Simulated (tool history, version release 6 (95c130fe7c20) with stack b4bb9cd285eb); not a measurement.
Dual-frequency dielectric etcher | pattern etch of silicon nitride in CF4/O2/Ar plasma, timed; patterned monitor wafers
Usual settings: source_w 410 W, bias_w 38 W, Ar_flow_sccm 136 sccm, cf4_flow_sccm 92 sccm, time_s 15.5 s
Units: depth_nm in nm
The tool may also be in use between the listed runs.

| run | hour | source_w | bias_w | Ar_flow_sccm | cf4_flow_sccm | time_s | wafers since the last listed run | hours since the last wet clean | hours since the last source power generator calibration | hours since the last bias power generator calibration | hours since the last Ar flow controller change | hours since the last CF4 flow controller change | hours since the last upper electrode change | hours since the gauge calibration | read-back reference wafer on the same gauge, depth_nm | depth_nm |
|---|---|---|---|---|---|---|---|---|---|---|---|---|---|---|---|---|
| 1 | 0 | 410 | 38 | 136 | 92 | 15.5 | 0 | 283.2 | 2709.8 | 2533.5 | 4713.2 | 354.5 | 5044.8 | 1469.7 | 24.08 | 20.22 |
| 2 | 35.7 | 410 | 38 | 136 | 79 | 15.5 | 565 | 318.9 | 2745.5 | 2569.2 | 4748.9 | 390.2 | 5080.5 | 1505.4 | 24.11 | 19.93 |
| 3 | 86.2 | 450 | 35 | 136 | 92 | 15.5 | 799 | 369.4 | 2796 | 2619.7 | 4799.4 | 440.7 | 5131 | 1555.9 | 24.12 | 22.01 |
|  | 108.4 | gauge calibrated |
| 4 | 151.2 | 410 | 45 | 136 | 92 | 18 | 1029 | 434.4 | 2861 | 2684.7 | 4864.4 | 505.7 | 5196 | 42.8 | 24.1 | 24.87 |
|  | 192.1 | source power generator calibrated |
| 5 | 192.6 | 410 | 45 | 136 | 92 | 18 | 592 | 475.8 | 0.5 | 2726.1 | 4905.8 | 547.1 | 5237.4 | 84.2 | 24.13 | 24.56 |
| 6 | 252.7 | 410 | 45 | 136 | 92 | 18 | 952 | 535.9 | 60.6 | 2786.2 | 4965.9 | 607.2 | 5297.5 | 144.3 | 24.07 | 24.78 |
| 7 | 282 | 410 | 28 | 136 | 102 | 15.5 | 464 | 565.2 | 89.9 | 2815.5 | 4995.2 | 636.5 | 5326.8 | 173.6 | 24.11 | 18.87 |
|  | 335.2 | wet clean of the chamber |
| 8 | 335.7 | 340 | 42 | 136 | 92 | 15.5 | 470 | 0.5 | 143.6 | 2869.2 | 5048.9 | 690.2 | 5380.5 | 227.3 | 24.06 | 17.07 |
|  | 392.7 | bias power generator calibrated |
| 9 | 399.5 | 460 | 44 | 166 | 92 | 11 | 947 | 64.3 | 207.4 | 6.8 | 5112.7 | 754 | 5444.3 | 291.1 | 24.13 | 16.44 |
| 10 | 437.8 | 510 | 38 | 136 | 92 | 15.5 | 606 | 102.6 | 245.7 | 45.1 | 5151 | 792.3 | 5482.6 | 329.4 | 24.12 | 25.58 |
|  | 460.2 | Ar flow controller replaced |
| 11 | 464.2 | 410 | 41 | 136 | 92 | 18.5 | 323 | 129 | 272.1 | 71.5 | 4 | 818.7 | 5509 | 355.8 | 24.04 | 24.45 |
| 12 | 496 | 410 | 38 | 136 | 92 | 17 | 503 | 160.8 | 303.9 | 103.3 | 35.8 | 850.5 | 5540.8 | 387.6 | 24.09 | 22.26 |
|  | 526.1 | upper electrode replaced |
| 13 | 556.4 | 410 | 33 | 152 | 111 | 14 | 576 | 221.2 | 364.3 | 163.7 | 96.2 | 910.9 | 30.3 | 448 | 24.09 | 17.81 |
| 14 | 602.9 | 410 | 44 | 122 | 92 | 15.5 | 736 | 267.7 | 410.8 | 210.2 | 142.7 | 957.4 | 76.8 | 494.5 | 24.06 | 21.83 |
| 15 | 655.7 | 410 | 38 | 162 | 92 | 15.5 | 836 | 320.5 | 463.6 | 263 | 195.5 | 1010.2 | 129.6 | 547.3 | 24.1 | 19.67 |
| 16 | 815.9 | 410 | 38 | 136 | 83 | 12 | 2537 | 480.7 | 623.8 | 423.2 | 355.7 | 1170.4 | 289.8 | 707.5 | 24.1 | 15.41 |
| 17 | 858.2 | 410 | 42 | 136 | 92 | 13.5 | 670 | 523 | 666.1 | 465.5 | 398 | 1212.7 | 332.1 | 749.8 | 24.08 | 18.18 |
| 18 | 884 | 360 | 38 | 170 | 107 | 15.5 | 408 | 548.8 | 691.9 | 491.3 | 423.8 | 1238.5 | 357.9 | 775.6 | 24.1 | 17.37 |
| 19 | 934.5 | 410 | 38 | 122 | 92 | 15.5 | 799 | 599.3 | 742.4 | 541.8 | 474.3 | 1289 | 408.4 | 826.1 | 24.1 | 20.64 |
|  | 978.4 | wet clean of the chamber |
| 20 | 978.9 | 510 | 38 | 159 | 92 | 15.5 | 323 | 0.5 | 786.8 | 586.2 | 518.7 | 1333.4 | 452.8 | 870.5 | 24.13 | 24.99 |
| 21 | 991.2 | 350 | 33 | 136 | 84 | 18.5 | 194 | 12.8 | 799.1 | 598.5 | 531 | 1345.7 | 465.1 | 882.8 | 24.12 | 19.46 |

Hidden state at the last listed run before each entry between runs and at the first one after, where it differs:
Between runs 3 and 4: gauge calibrated (hour 108.4)
  no hidden state differs between the two runs
Between runs 4 and 5: source power generator calibrated (hour 192.1)
  no hidden state differs between the two runs
Between runs 7 and 8: wet clean of the chamber (hour 335.2)
  no hidden state differs between the two runs
Between runs 8 and 9: bias power generator calibrated (hour 392.7)
  no hidden state differs between the two runs
Between runs 10 and 11: Ar flow controller replaced (hour 460.2)
  no hidden state differs between the two runs
Between runs 12 and 13: upper electrode replaced (hour 526.1)
  no hidden state differs between the two runs
Between runs 19 and 20: wet clean of the chamber (hour 978.4)
  no hidden state differs between the two runs
